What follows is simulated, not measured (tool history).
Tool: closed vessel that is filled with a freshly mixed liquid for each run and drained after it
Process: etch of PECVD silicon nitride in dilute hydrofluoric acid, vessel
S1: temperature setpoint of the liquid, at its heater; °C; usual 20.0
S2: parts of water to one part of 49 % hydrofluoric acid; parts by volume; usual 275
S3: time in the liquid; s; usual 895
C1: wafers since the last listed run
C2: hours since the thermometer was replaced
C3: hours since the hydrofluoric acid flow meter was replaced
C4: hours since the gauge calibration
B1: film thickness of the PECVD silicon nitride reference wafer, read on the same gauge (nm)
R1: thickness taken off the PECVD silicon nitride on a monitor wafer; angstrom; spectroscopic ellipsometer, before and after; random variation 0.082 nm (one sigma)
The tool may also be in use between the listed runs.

{"run": 1, "hour": 0.0, "S1": 20.0, "S2": 275, "S3": 895, "C1": 0, "C2": 534.6, "C3": 712.7, "C4": 271.5, "B1": 89.98, "R1": 90.5}
{"run": 2, "hour": 35.6, "S1": 20.0, "S2": 275, "S3": 895, "C1": 2202, "C2": 570.2, "C3": 748.3, "C4": 307.1, "B1": 90.0, "R1": 90.8}
{"run": 3, "hour": 59.3, "S1": 17.5, "S2": 275, "S3": 895, "C1": 1466, "C2": 593.9, "C3": 772.0, "C4": 330.8, "B1": 89.98, "R1": 77.1}
{"run": 4, "hour": 80.2, "S1": 20.0, "S2": 200, "S3": 895, "C1": 1292, "C2": 614.8, "C3": 792.9, "C4": 351.7, "B1": 89.97, "R1": 123.5}
{"run": 5, "hour": 115.8, "S1": 20.0, "S2": 200, "S3": 895, "C1": 2202, "C2": 650.4, "C3": 828.5, "C4": 387.3, "B1": 90.0, "R1": 124.6}
{"run": 6, "hour": 140.8, "S1": 20.0, "S2": 275, "S3": 895, "C1": 1546, "C2": 675.4, "C3": 853.5, "C4": 412.3, "B1": 89.98, "R1": 89.8}
{"run": 7, "hour": 156.5, "S1": 20.0, "S2": 275, "S3": 895, "C1": 971, "C2": 691.1, "C3": 869.2, "C4": 428.0, "B1": 89.98, "R1": 89.4}
{"run": 8, "hour": 184.6, "S1": 20.0, "S2": 275, "S3": 895, "C1": 1738, "C2": 719.2, "C3": 897.3, "C4": 456.1, "B1": 90.03, "R1": 89.8}
{"hour": 197.8, "done": "gauge calibrated"}
{"run": 9, "hour": 217.4, "S1": 20.0, "S2": 275, "S3": 895, "C1": 2029, "C2": 752.0, "C3": 930.1, "C4": 19.6, "B1": 90.02, "R1": 89.2}
{"run": 10, "hour": 236.0, "S1": 22.0, "S2": 275, "S3": 1275, "C1": 1150, "C2": 770.6, "C3": 948.7, "C4": 38.2, "B1": 90.0, "R1": 143.5}
{"run": 11, "hour": 249.0, "S1": 20.0, "S2": 275, "S3": 895, "C1": 804, "C2": 783.6, "C3": 961.7, "C4": 51.2, "B1": 90.0, "R1": 87.9}
{"run": 12, "hour": 266.0, "S1": 24.5, "S2": 275, "S3": 1420, "C1": 1051, "C2": 800.6, "C3": 978.7, "C4": 68.2, "B1": 90.03, "R1": 186.3}
{"run": 13, "hour": 282.1, "S1": 17.0, "S2": 380, "S3": 1160, "C1": 996, "C2": 816.7, "C3": 994.8, "C4": 84.3, "B1": 90.0, "R1": 70.2}
{"run": 14, "hour": 297.2, "S1": 22.5, "S2": 275, "S3": 895, "C1": 934, "C2": 831.8, "C3": 1009.9, "C4": 99.4, "B1": 90.01, "R1": 103.8}
{"run": 15, "hour": 331.9, "S1": 20.0, "S2": 275, "S3": 895, "C1": 2146, "C2": 866.5, "C3": 1044.6, "C4": 134.1, "B1": 90.0, "R1": 88.3}
{"run": 16, "hour": 360.2, "S1": 20.0, "S2": 275, "S3": 895, "C1": 1750, "C2": 894.8, "C3": 1072.9, "C4": 162.4, "B1": 90.01, "R1": 88.4}
{"hour": 368.0, "done": "thermometer replaced"}
{"hour": 369.2, "done": "hydrofluoric acid flow meter replaced"}
{"run": 17, "hour": 381.1, "S1": 17.0, "S2": 385, "S3": 895, "C1": 1169, "C2": 13.1, "C3": 11.9, "C4": 183.3, "B1": 90.03, "R1": 58.6}
{"run": 18, "hour": 395.1, "S1": 20.0, "S2": 275, "S3": 895, "C1": 866, "C2": 27.1, "C3": 25.9, "C4": 197.3, "B1": 90.0, "R1": 97.7}
{"run": 19, "hour": 430.7, "S1": 24.0, "S2": 390, "S3": 1365, "C1": 2202, "C2": 62.7, "C3": 61.5, "C4": 232.9, "B1": 89.96, "R1": 133.2}
{"run": 20, "hour": 447.9, "S1": 20.0, "S2": 235, "S3": 895, "C1": 1064, "C2": 79.9, "C3": 78.7, "C4": 250.1, "B1": 90.01, "R1": 113.8}
{"run": 21, "hour": 482.9, "S1": 20.0, "S2": 200, "S3": 895, "C1": 2165, "C2": 114.9, "C3": 113.7, "C4": 285.1, "B1": 89.98, "R1": 133.3}
{"run": 22, "hour": 500.3, "S1": 23.5, "S2": 385, "S3": 540, "C1": 1076, "C2": 132.3, "C3": 131.1, "C4": 302.5, "B1": 90.03, "R1": 51.8}

5 ways to go on from here, each from the tool as it stands after run 22. What would each give?
{"run": "A", "hour": 501.2, "S1": 20.0, "S2": 385, "S3": 895, "C1": 55, "C2": 133.2, "C3": 132.0, "C4": 303.4, "B1": "?", "R1": "?"}
{"run": "B", "hour": 501.2, "S1": 18.0, "S2": 400, "S3": 1185, "C1": 55, "C2": 133.2, "C3": 132.0, "C4": 303.4, "B1": "?", "R1": "?"}
{"run": "C", "hour": 501.2, "S1": 20.0, "S2": 140, "S3": 1235, "C1": 55, "C2": 133.2, "C3": 132.0, "C4": 303.4, "B1": "?", "R1": "?"}
{"run": "D", "hour": 501.2, "S1": 23.0, "S2": 395, "S3": 895, "C1": 55, "C2": 133.2, "C3": 132.0, "C4": 303.4, "B1": "?", "R1": "?"}
{"run": "E", "hour": 501.2, "S1": 20.0, "S2": 275, "S3": 630, "C1": 55, "C2": 133.2, "C3": 132.0, "C4": 303.4, "B1": "?", "R1": "?"}

run=A B1=90.03 R1=70.1
run=B B1=90.03 R1=78.9
run=C B1=90.03 R1=257.4
run=D B1=90.03 R1=82.1
run=E B1=90.03 R1=68.2
Without the tool's hidden state the same runs would have given:
run=A R1=71.4
run=B R1=80.4
run=C R1=262.6
run=D R1=83.6
run=E R1=69.5
